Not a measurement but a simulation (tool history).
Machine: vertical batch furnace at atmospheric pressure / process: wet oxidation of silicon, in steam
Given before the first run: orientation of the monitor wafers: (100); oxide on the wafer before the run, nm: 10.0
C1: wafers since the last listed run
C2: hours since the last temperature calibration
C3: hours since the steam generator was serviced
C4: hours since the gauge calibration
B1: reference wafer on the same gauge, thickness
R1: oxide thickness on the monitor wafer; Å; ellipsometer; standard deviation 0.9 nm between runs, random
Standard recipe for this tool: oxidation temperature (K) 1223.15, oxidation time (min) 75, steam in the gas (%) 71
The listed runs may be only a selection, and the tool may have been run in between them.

{"run": 1, "hour": 0.0, "oxidation temperature (K)": 1212.15, "oxidation time (min)": 75, "steam in the gas (%)": 71, "C1": 0, "C2": 2781.4, "C3": 3222, "C4": 380.4, "B1": 242.05, "R1": 2185.4}
{"run": 2, "hour": 35.5, "oxidation temperature (K)": 1223.15, "oxidation time (min)": 75, "steam in the gas (%)": 71, "C1": 607, "C2": 2816.9, "C3": 3257.5, "C4": 415.9, "B1": 242.14, "R1": 2408.6}
{"hour": 55.9, "done": "gauge calibrated"}
{"run": 3, "hour": 92.6, "oxidation temperature (K)": 1223.15, "oxidation time (min)": 75, "steam in the gas (%)": 71, "C1": 976, "C2": 2874, "C3": 3314.6, "C4": 36.7, "B1": 241.89, "R1": 2413.8}
{"run": 4, "hour": 130.7, "oxidation temperature (K)": 1223.15, "oxidation time (min)": 75, "steam in the gas (%)": 71, "C1": 651, "C2": 2912.1, "C3": 3352.7, "C4": 74.8, "B1": 242.21, "R1": 2417.2}
{"run": 5, "hour": 164.0, "oxidation temperature (K)": 1223.15, "oxidation time (min)": 75, "steam in the gas (%)": 71, "C1": 569, "C2": 2945.4, "C3": 3386, "C4": 108.1, "B1": 242.05, "R1": 2414.2}
{"run": 6, "hour": 297.8, "oxidation temperature (K)": 1223.15, "oxidation time (min)": 75, "steam in the gas (%)": 71, "C1": 2289, "C2": 3079.2, "C3": 3519.8, "C4": 241.9, "B1": 241.45, "R1": 2414.7}
{"run": 7, "hour": 321.8, "oxidation temperature (K)": 1223.15, "oxidation time (min)": 75, "steam in the gas (%)": 71, "C1": 410, "C2": 3103.2, "C3": 3543.8, "C4": 265.9, "B1": 242.04, "R1": 2418.9}
{"run": 8, "hour": 362.2, "oxidation temperature (K)": 1223.15, "oxidation time (min)": 85, "steam in the gas (%)": 71, "C1": 691, "C2": 3143.6, "C3": 3584.2, "C4": 306.3, "B1": 241.72, "R1": 2657.7}
{"run": 9, "hour": 413.1, "oxidation temperature (K)": 1223.15, "oxidation time (min)": 85, "steam in the gas (%)": 71, "C1": 870, "C2": 3194.5, "C3": 3635.1, "C4": 357.2, "B1": 241.84, "R1": 2666.2}
{"hour": 451.6, "done": "thermocouples replaced and temperature profile calibrated"}
{"run": 10, "hour": 452.1, "oxidation temperature (K)": 1244.15, "oxidation time (min)": 99, "steam in the gas (%)": 63, "C1": 256, "C2": 0.5, "C3": 3674.1, "C4": 396.2, "B1": 241.91, "R1": 3283.6}
{"hour": 485.6, "done": "gauge calibrated"}
{"run": 11, "hour": 492.7, "oxidation temperature (K)": 1223.15, "oxidation time (min)": 75, "steam in the gas (%)": 71, "C1": 694, "C2": 41.1, "C3": 3714.7, "C4": 7.1, "B1": 242.13, "R1": 2433.5}
{"run": 12, "hour": 538.4, "oxidation temperature (K)": 1234.15, "oxidation time (min)": 75, "steam in the gas (%)": 71, "C1": 781, "C2": 86.8, "C3": 3760.4, "C4": 52.8, "B1": 242.24, "R1": 2681.8}
{"hour": 594.1, "done": "steam generator serviced"}
{"run": 13, "hour": 594.6, "oxidation temperature (K)": 1223.15, "oxidation time (min)": 75, "steam in the gas (%)": 68, "C1": 550, "C2": 143, "C3": 0.5, "C4": 109, "B1": 242.03, "R1": 2339.9}
{"run": 14, "hour": 635.7, "oxidation temperature (K)": 1246.15, "oxidation time (min)": 95, "steam in the gas (%)": 60, "C1": 703, "C2": 184.1, "C3": 41.6, "C4": 150.1, "B1": 241.76, "R1": 3138.4}
{"run": 15, "hour": 687.2, "oxidation temperature (K)": 1223.15, "oxidation time (min)": 75, "steam in the gas (%)": 71, "C1": 881, "C2": 235.6, "C3": 93.1, "C4": 201.6, "B1": 242.29, "R1": 2414.6}
{"run": 16, "hour": 744.3, "oxidation temperature (K)": 1233.15, "oxidation time (min)": 75, "steam in the gas (%)": 71, "C1": 976, "C2": 292.7, "C3": 150.2, "C4": 258.7, "B1": 242.15, "R1": 2660.1}
{"run": 17, "hour": 790.8, "oxidation temperature (K)": 1223.15, "oxidation time (min)": 75, "steam in the gas (%)": 82, "C1": 795, "C2": 339.2, "C3": 196.7, "C4": 305.2, "B1": 241.77, "R1": 2707.6}
{"run": 18, "hour": 830.6, "oxidation temperature (K)": 1216.15, "oxidation time (min)": 52, "steam in the gas (%)": 77, "C1": 680, "C2": 379, "C3": 236.5, "C4": 345, "B1": 242.37, "R1": 1801.6}

Alternative continuations, all from the tool just after run 18; predict every row:
{"run": "A", "hour": 835.6, "oxidation temperature (K)": 1223.15, "oxidation time (min)": 75, "steam in the gas (%)": 78, "C1": 85, "C2": 384, "C3": 241.5, "C4": 350, "B1": "?", "R1": "?"}
{"run": "B", "hour": 835.6, "oxidation temperature (K)": 1223.15, "oxidation time (min)": 75, "steam in the gas (%)": 65, "C1": 85, "C2": 384, "C3": 241.5, "C4": 350, "B1": "?", "R1": "?"}
{"run": "C", "hour": 835.6, "oxidation temperature (K)": 1223.15, "oxidation time (min)": 75, "steam in the gas (%)": 61, "C1": 85, "C2": 384, "C3": 241.5, "C4": 350, "B1": "?", "R1": "?"}
{"run": "D", "hour": 835.6, "oxidation temperature (K)": 1223.15, "oxidation time (min)": 52.5, "steam in the gas (%)": 77, "C1": 85, "C2": 384, "C3": 241.5, "C4": 350, "B1": "?", "R1": "?"}

run=A B1=242.37 R1=2611.4
run=B B1=242.37 R1=2268.3
run=C B1=242.37 R1=2158.5
run=D B1=242.37 R1=1958.3
Stripped of hidden state, with their random variation kept, the same runs would have yielded:
run=A R1=2611.4
run=B R1=2268.3
run=C R1=2158.5
run=D R1=1958.3
